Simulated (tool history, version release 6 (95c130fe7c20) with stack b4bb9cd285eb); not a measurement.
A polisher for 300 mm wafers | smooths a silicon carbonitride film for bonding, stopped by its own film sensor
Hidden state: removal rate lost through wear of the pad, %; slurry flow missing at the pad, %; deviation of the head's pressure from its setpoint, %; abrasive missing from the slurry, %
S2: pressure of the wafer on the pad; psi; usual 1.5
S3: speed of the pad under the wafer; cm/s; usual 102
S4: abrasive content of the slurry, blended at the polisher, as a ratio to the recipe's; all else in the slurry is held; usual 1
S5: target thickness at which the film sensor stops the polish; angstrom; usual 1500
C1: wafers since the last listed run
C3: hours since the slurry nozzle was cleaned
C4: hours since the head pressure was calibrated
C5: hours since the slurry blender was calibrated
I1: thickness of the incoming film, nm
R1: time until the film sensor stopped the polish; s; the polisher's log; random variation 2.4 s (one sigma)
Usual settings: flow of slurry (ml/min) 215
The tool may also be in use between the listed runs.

run 1 day=0 | flow_of_slurry_(ml/min)=215 S2=1.5 S3=114 S4=1 S5=1500 | C1=0 wafers_polished_on_this_pad=1655 C3=785.8 C4=400.2 C5=59.3 | I1=181.3 | R1=200.6
-- day=0.617 worn pad replaced by a new one
run 2 day=0.846 | flow_of_slurry_(ml/min)=215 S2=1.5 S3=114 S4=1 S5=1500 | C1=122 wafers_polished_on_this_pad=41 C3=806.1 C4=420.5 C5=79.6 | I1=177.9 | R1=175.3
run 3 day=1.85 | flow_of_slurry_(ml/min)=215 S2=1.5 S3=102 S4=1 S5=1500 | C1=180 wafers_polished_on_this_pad=222 C3=830.2 C4=444.6 C5=103.7 | I1=179.6 | R1=204.8
-- day=2.45 slurry nozzle cleaned
run 4 day=3.079 | flow_of_slurry_(ml/min)=215 S2=1.5 S3=102 S4=1 S5=1500 | C1=213 wafers_polished_on_this_pad=436 C3=15.1 C4=474.1 C5=133.2 | I1=180.6 | R1=190.3
run 5 day=3.683 | flow_of_slurry_(ml/min)=215 S2=1.5 S3=102 S4=1 S5=1500 | C1=108 wafers_polished_on_this_pad=544 C3=29.6 C4=488.6 C5=147.7 | I1=180.9 | R1=198.1
run 6 day=6.104 | flow_of_slurry_(ml/min)=255 S2=1.5 S3=82 S4=1 S5=1500 | C1=436 wafers_polished_on_this_pad=981 C3=87.7 C4=546.7 C5=205.8 | I1=180.8 | R1=226.4
run 7 day=6.962 | flow_of_slurry_(ml/min)=255 S2=1.5 S3=82 S4=1 S5=1500 | C1=154 wafers_polished_on_this_pad=1135 C3=108.3 C4=567.3 C5=226.4 | I1=181.1 | R1=225.8
-- day=7.45 slurry blender recalibrated
run 8 day=7.771 | flow_of_slurry_(ml/min)=215 S2=1.5 S3=102 S4=1 S5=1500 | C1=130 wafers_polished_on_this_pad=1266 C3=127.7 C4=586.7 C5=7.7 | I1=180.3 | R1=198.9
-- day=8.179 head pressure recalibrated
-- day=8.438 worn pad replaced by a new one
run 9 day=8.9 | flow_of_slurry_(ml/min)=215 S2=1.5 S3=86 S4=0.9 S5=1500 | C1=158 wafers_polished_on_this_pad=83 C3=154.8 C4=17.3 C5=34.8 | I1=179.9 | R1=235
run 10 day=9.95 | flow_of_slurry_(ml/min)=215 S2=1.7 S3=70 S4=1.15 S5=1570 | C1=189 wafers_polished_on_this_pad=272 C3=180 C4=42.5 C5=60 | I1=179.2 | R1=150.2
run 11 day=10.617 | flow_of_slurry_(ml/min)=215 S2=1.5 S3=102 S4=1 S5=1440 | C1=120 wafers_polished_on_this_pad=392 C3=196 C4=58.5 C5=76 | I1=179.9 | R1=234.9
run 12 day=12.067 | flow_of_slurry_(ml/min)=215 S2=1.2 S3=102 S4=1.2 S5=1500 | C1=261 wafers_polished_on_this_pad=653 C3=230.8 C4=93.3 C5=110.8 | I1=179.7 | R1=218.9
run 13 day=13.45 | flow_of_slurry_(ml/min)=280 S2=1.7 S3=102 S4=1 S5=1500 | C1=249 wafers_polished_on_this_pad=902 C3=264 C4=126.5 C5=144 | I1=181.3 | R1=174.3
run 14 day=14.671 | flow_of_slurry_(ml/min)=215 S2=1.5 S3=102 S4=1 S5=1500 | C1=219 wafers_polished_on_this_pad=1122 C3=293.3 C4=155.8 C5=173.3 | I1=181.1 | R1=205.7
run 15 day=15.521 | flow_of_slurry_(ml/min)=215 S2=1.3 S3=102 S4=0.9 S5=1500 | C1=153 wafers_polished_on_this_pad=1275 C3=313.7 C4=176.2 C5=193.7 | I1=179.2 | R1=248.1
run 16 day=16.138 | flow_of_slurry_(ml/min)=280 S2=1.5 S3=90 S4=0.9 S5=1500 | C1=111 wafers_polished_on_this_pad=1387 C3=328.5 C4=191 C5=208.5 | I1=181 | R1=232.4
run 17 day=17.504 | flow_of_slurry_(ml/min)=285 S2=1.5 S3=102 S4=1.2 S5=1470 | C1=246 wafers_polished_on_this_pad=1633 C3=361.3 C4=223.8 C5=241.3 | I1=180.4 | R1=193.1
-- day=17.979 slurry blender recalibrated
-- day=18.033 worn pad replaced by a new one
run 18 day=18.675 | flow_of_slurry_(ml/min)=215 S2=1.5 S3=102 S4=1 S5=1500 | C1=185 wafers_polished_on_this_pad=115 C3=389.4 C4=251.9 C5=16.7 | I1=177.9 | R1=189.8
run 19 day=19.338 | flow_of_slurry_(ml/min)=215 S2=1.1 S3=124 S4=1 S5=1420 | C1=119 wafers_polished_on_this_pad=234 C3=405.3 C4=267.8 C5=32.6 | I1=179.6 | R1=303.1
run 20 day=20.658 | flow_of_slurry_(ml/min)=215 S2=1.5 S3=102 S4=1 S5=1500 | C1=237 wafers_polished_on_this_pad=472 C3=437 C4=299.5 C5=64.3 | I1=179.8 | R1=199.9
run 21 day=21.942 | flow_of_slurry_(ml/min)=150 S2=1.1 S3=102 S4=0.8 S5=1560 | C1=231 wafers_polished_on_this_pad=703 C3=467.8 C4=330.3 C5=95.1 | I1=179 | R1=269.4
run 22 day=23.158 | flow_of_slurry_(ml/min)=215 S2=1.5 S3=102 S4=1 S5=1500 | C1=219 wafers_polished_on_this_pad=923 C3=497 C4=359.5 C5=124.3 | I1=179.6 | R1=195.5
run 23 day=24.342 | flow_of_slurry_(ml/min)=280 S2=1.8 S3=102 S4=0.8 S5=1500 | C1=213 wafers_polished_on_this_pad=1136 C3=525.4 C4=387.9 C5=152.7 | I1=180.1 | R1=194.4
run 24 day=25.212 | flow_of_slurry_(ml/min)=215 S2=1.9 S3=116 S4=0.75 S5=1410 | C1=156 wafers_polished_on_this_pad=1293 C3=546.3 C4=408.8 C5=173.6 | I1=182.8 | R1=253.6
-- day=26.162 worn pad replaced by a new one
run 25 day=26.475 | flow_of_slurry_(ml/min)=215 S2=1.5 S3=102 S4=1 S5=1500 | C1=197 wafers_polished_on_this_pad=56 C3=576.6 C4=439.1 C5=203.9 | I1=181.6 | R1=216.7
run 26 day=27.671 | flow_of_slurry_(ml/min)=215 S2=1.7 S3=102 S4=1 S5=1450 | C1=215 wafers_polished_on_this_pad=272 C3=605.3 C4=467.8 C5=232.6 | I1=179.4 | R1=208.6
-- day=28.746 slurry blender recalibrated
run 27 day=28.804 | flow_of_slurry_(ml/min)=215 S2=1.8 S3=102 S4=1.2 S5=1500 | C1=189 wafers_polished_on_this_pad=461 C3=632.5 C4=495 C5=1.4 | I1=177.1 | R1=139.2
run 28 day=29.429 | flow_of_slurry_(ml/min)=215 S2=1.5 S3=102 S4=1 S5=1500 | C1=112 wafers_polished_on_this_pad=573 C3=647.5 C4=510 C5=16.4 | I1=181.5 | R1=207.5
run 29 day=29.975 | flow_of_slurry_(ml/min)=195 S2=1.5 S3=72 S4=1 S5=1530 | C1=98 wafers_polished_on_this_pad=672 C3=660.6 C4=523.1 C5=29.5 | I1=178.9 | R1=229.5

Forecast each of these 5 alternatives for the next run:
run A day=29.996 | flow_of_slurry_(ml/min)=215 S2=1.5 S3=102 S4=1 S5=1500 | C1=3 wafers_polished_on_this_pad=675 C3=661.1 C4=523.6 C5=30 | I1=178.8 | R1=?
run B day=29.996 | flow_of_slurry_(ml/min)=150 S2=1.2 S3=102 S4=1 S5=1500 | C1=3 wafers_polished_on_this_pad=675 C3=661.1 C4=523.6 C5=30 | I1=178.8 | R1=?
run C day=29.996 | flow_of_slurry_(ml/min)=290 S2=1 S3=102 S4=1 S5=1500 | C1=3 wafers_polished_on_this_pad=675 C3=661.1 C4=523.6 C5=30 | I1=178.8 | R1=?
run D day=29.996 | flow_of_slurry_(ml/min)=215 S2=1.8 S3=80 S4=1.2 S5=1410 | C1=3 wafers_polished_on_this_pad=675 C3=661.1 C4=523.6 C5=30 | I1=178.8 | R1=?
run E day=29.996 | flow_of_slurry_(ml/min)=285 S2=1.1 S3=88 S4=1 S5=1550 | C1=3 wafers_polished_on_this_pad=675 C3=661.1 C4=523.6 C5=30 | I1=178.8 | R1=?

run=A R1=195
run=B R1=266.8
run=C R1=277.7
run=D R1=226.1
run=E R1=231.2
Without the tool's hidden state the same runs would have given:
run=A R1=182.4
run=B R1=242.3
run=C R1=264.4
run=D R1=211.4
run=E R1=219.9
